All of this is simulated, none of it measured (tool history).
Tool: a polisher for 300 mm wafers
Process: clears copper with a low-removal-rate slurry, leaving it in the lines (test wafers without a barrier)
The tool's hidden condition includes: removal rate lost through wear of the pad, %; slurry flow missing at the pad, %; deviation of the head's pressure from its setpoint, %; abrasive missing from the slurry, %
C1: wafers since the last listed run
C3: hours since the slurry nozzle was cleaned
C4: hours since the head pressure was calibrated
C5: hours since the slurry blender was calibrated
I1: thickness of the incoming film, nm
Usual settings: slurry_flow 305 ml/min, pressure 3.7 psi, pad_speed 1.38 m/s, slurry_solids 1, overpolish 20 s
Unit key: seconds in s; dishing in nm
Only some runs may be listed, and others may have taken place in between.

Run 1, hour 0: usual settings; C1 0; wafers polished on this pad 413; C3 355.1; C4 71.3; C5 116.3; I1 818.1. Result: seconds 146.6 s, dishing 59.5 nm.
Run 2, hour 42.8: usual settings; C1 209; wafers polished on this pad 623; C3 397.9; C4 114.1; C5 159.1; I1 819.4. Result: seconds 149.5 s, dishing 59.7 nm.
At hour 48: slurry nozzle cleaned.
Run 3, hour 69.8: usual settings but pad_speed 1.48 m/s; C1 127; wafers polished on this pad 750; C3 21.8; C4 141.1; C5 186.1; I1 818.2. Result: seconds 133.9 s, dishing 63.1 nm.
Run 4, hour 105.4: usual settings but slurry_flow 275 ml/min; C1 174; wafers polished on this pad 924; C3 57.4; C4 176.7; C5 221.7; I1 826.9. Result: seconds 148.7 s, dishing 60.1 nm.
Run 5, hour 130.4: usual settings but slurry_flow 275 ml/min; C1 122; wafers polished on this pad 1047; C3 82.4; C4 201.7; C5 246.7; I1 825. Result: seconds 146.4 s, dishing 59.2 nm.
Run 6, hour 187.9: usual settings but slurry_flow 275 ml/min; C1 281; wafers polished on this pad 1328; C3 139.9; C4 259.2; C5 304.2; I1 810.3. Result: seconds 153.4 s, dishing 58.8 nm.
At hour 255.8: worn pad replaced by a new one.
Run 7, hour 256.3: usual settings; C1 315; wafers polished on this pad 2; C3 208.3; C4 327.6; C5 372.6; I1 815.7. Result: seconds 147.9 s, dishing 59.6 nm.
Run 8, hour 284.3: usual settings; C1 137; wafers polished on this pad 139; C3 236.3; C4 355.6; C5 400.6; I1 812.3. Result: seconds 145.5 s, dishing 60 nm.
Run 9, hour 325.5: usual settings; C1 201; wafers polished on this pad 341; C3 277.5; C4 396.8; C5 441.8; I1 822. Result: seconds 146.3 s, dishing 60.1 nm.
At hour 374: slurry blender recalibrated.
Run 10, hour 389.6: usual settings; C1 304; wafers polished on this pad 645; C3 341.6; C4 460.9; C5 15.6; I1 829.5. Result: seconds 147.5 s, dishing 59.6 nm.
At hour 423.8: slurry nozzle cleaned.
Run 11, hour 458.5: usual settings but pad_speed 1.26 m/s; C1 332; wafers polished on this pad 977; C3 34.7; C4 529.8; C5 84.5; I1 811. Result: seconds 169.4 s, dishing 55 nm.
Run 12, hour 524.9: usual settings but pad_speed 1.26 m/s; C1 325; wafers polished on this pad 1302; C3 101.1; C4 596.2; C5 150.9; I1 824.8. Result: seconds 174.4 s, dishing 53.9 nm.
At hour 553.8: worn pad replaced by a new one.
At hour 556.4: head pressure recalibrated.
Run 13, hour 575.1: usual settings but overpolish 23 s; C1 216; wafers polished on this pad 94; C3 151.3; C4 18.7; C5 201.1; I1 811.1. Result: seconds 159.6 s, dishing 63.4 nm.
Run 14, hour 627.4: usual settings but slurry_solids 1.25; C1 256; wafers polished on this pad 350; C3 203.6; C4 71; C5 253.4; I1 809.6. Result: seconds 154.4 s, dishing 58.4 nm.
Run 15, hour 681: usual settings; C1 262; wafers polished on this pad 613; C3 257.2; C4 124.6; C5 307; I1 823.1. Result: seconds 159.7 s, dishing 57 nm.
Run 16, hour 711.5: usual settings; C1 149; wafers polished on this pad 762; C3 287.7; C4 155.1; C5 337.5; I1 803.1. Result: seconds 163.7 s, dishing 57.4 nm.
Run 17, hour 736.5: usual settings but slurry_flow 370 ml/min; C1 122; wafers polished on this pad 885; C3 312.7; C4 180.1; C5 362.5; I1 814.7. Result: seconds 155.5 s, dishing 59.1 nm.
Run 18, hour 792.8: usual settings but pad_speed 1.72 m/s, slurry_solids 1.1; C1 275; wafers polished on this pad 1160; C3 369; C4 236.4; C5 418.8; I1 812.5. Result: seconds 125.8 s, dishing 64.7 nm.
At hour 837.5: slurry nozzle cleaned, repeated, since the last time left the tool worse.
At hour 873.4: slurry blender recalibrated.
At hour 893.2: worn pad replaced by a new one.
Run 19, hour 1000.2: usual settings; C1 981; wafers polished on this pad 524; C3 162.7; C4 443.8; C5 126.8; I1 813. Result: seconds 147.1 s, dishing 60 nm.
Run 20, hour 1048.8: usual settings but pad_speed 1.64 m/s, overpolish 30 s; C1 238; wafers polished on this pad 762; C3 211.3; C4 492.4; C5 175.4; I1 805.9. Result: seconds 125.9 s, dishing 80.3 nm.
Run 21, hour 1119.7: usual settings; C1 347; wafers polished on this pad 1109; C3 282.2; C4 563.3; C5 246.3; I1 826. Result: seconds 154 s, dishing 59.5 nm.
Run 22, hour 1174.8: usual settings; C1 269; wafers polished on this pad 1379; C3 337.3; C4 618.4; C5 301.4; I1 825.9. Result: seconds 146.4 s, dishing 60.2 nm.
At hour 1183: head pressure recalibrated.
At hour 1197: slurry nozzle cleaned.
Run 23, hour 1204.2: usual settings; C1 129; wafers polished on this pad 1508; C3 7.2; C4 21.2; C5 330.8; I1 816.5. Result: seconds 144.5 s, dishing 61.1 nm.
Run 24, hour 1273.1: usual settings but pad_speed 1.82 m/s; C1 337; wafers polished on this pad 1845; C3 76.1; C4 90.1; C5 399.7; I1 819.7. Result: seconds 111.9 s, dishing 69.7 nm.
At hour 1283: worn pad replaced by a new one.
Run 25, hour 1333.5: usual settings but slurry_flow 265 ml/min, pad_speed 1.76 m/s; C1 276; wafers polished on this pad 247; C3 136.5; C4 150.5; C5 460.1; I1 814.5. Result: seconds 118.4 s, dishing 67.9 nm.
At hour 1348.5: slurry blender recalibrated.
Run 26, hour 1540.5: usual settings but slurry_flow 375 ml/min; C1 1003; wafers polished on this pad 1251; C3 343.5; C4 357.5; C5 192; I1 827.3. Result: seconds 149 s, dishing 60.9 nm.
Run 27, hour 1581.4: usual settings but pressure 4.3 psi, pad_speed 1.06 m/s, slurry_solids 1.2, overpolish 17 s; C1 200; wafers polished on this pad 1451; C3 384.4; C4 398.4; C5 232.9; I1 830. Result: seconds 166.1 s, dishing 51.6 nm.
At hour 1604.6: slurry nozzle cleaned.
Run 28, hour 1624.4: usual settings but slurry_flow 360 ml/min, pad_speed 1.52 m/s, slurry_solids 1.15; C1 205; wafers polished on this pad 1657; C3 19.8; C4 441.4; C5 275.9; I1 808.6. Result: seconds 126.1 s, dishing 66.1 nm.

Here are 4 independent what-if runs from the current tool condition. What would each one return?
Run A, hour 1624.9: usual settings but slurry_flow 215 ml/min; C1 2; wafers polished on this pad 1659; C3 20.3; C4 441.9; C5 276.4; I1 816.9. Result: seconds ?, dishing ?.
Run B, hour 1624.9: usual settings but slurry_flow 400 ml/min; C1 2; wafers polished on this pad 1659; C3 20.3; C4 441.9; C5 276.4; I1 816.9. Result: seconds ?, dishing ?.
Run C, hour 1624.9: usual settings but pad_speed 1.82 m/s, slurry_solids 0.85; C1 2; wafers polished on this pad 1659; C3 20.3; C4 441.9; C5 276.4; I1 816.9. Result: seconds ?, dishing ?.
Run D, hour 1624.9: usual settings but slurry_flow 360 ml/min, pressure 2.6 psi, pad_speed 1.18 m/s; C1 2; wafers polished on this pad 1659; C3 20.3; C4 441.9; C5 276.4; I1 816.9. Result: seconds ?, dishing ?.

run  seconds  dishing
  A    152.4     59.9
  B    142.6     62.4
  C    113.5       71
  D    239.2     42.9
Had the tool no hidden state, the same runs would have come out as:
run  seconds  dishing
  A    151.7       60
  B    142.3     62.5
  C    113.1     71.1
  D    238.6       43
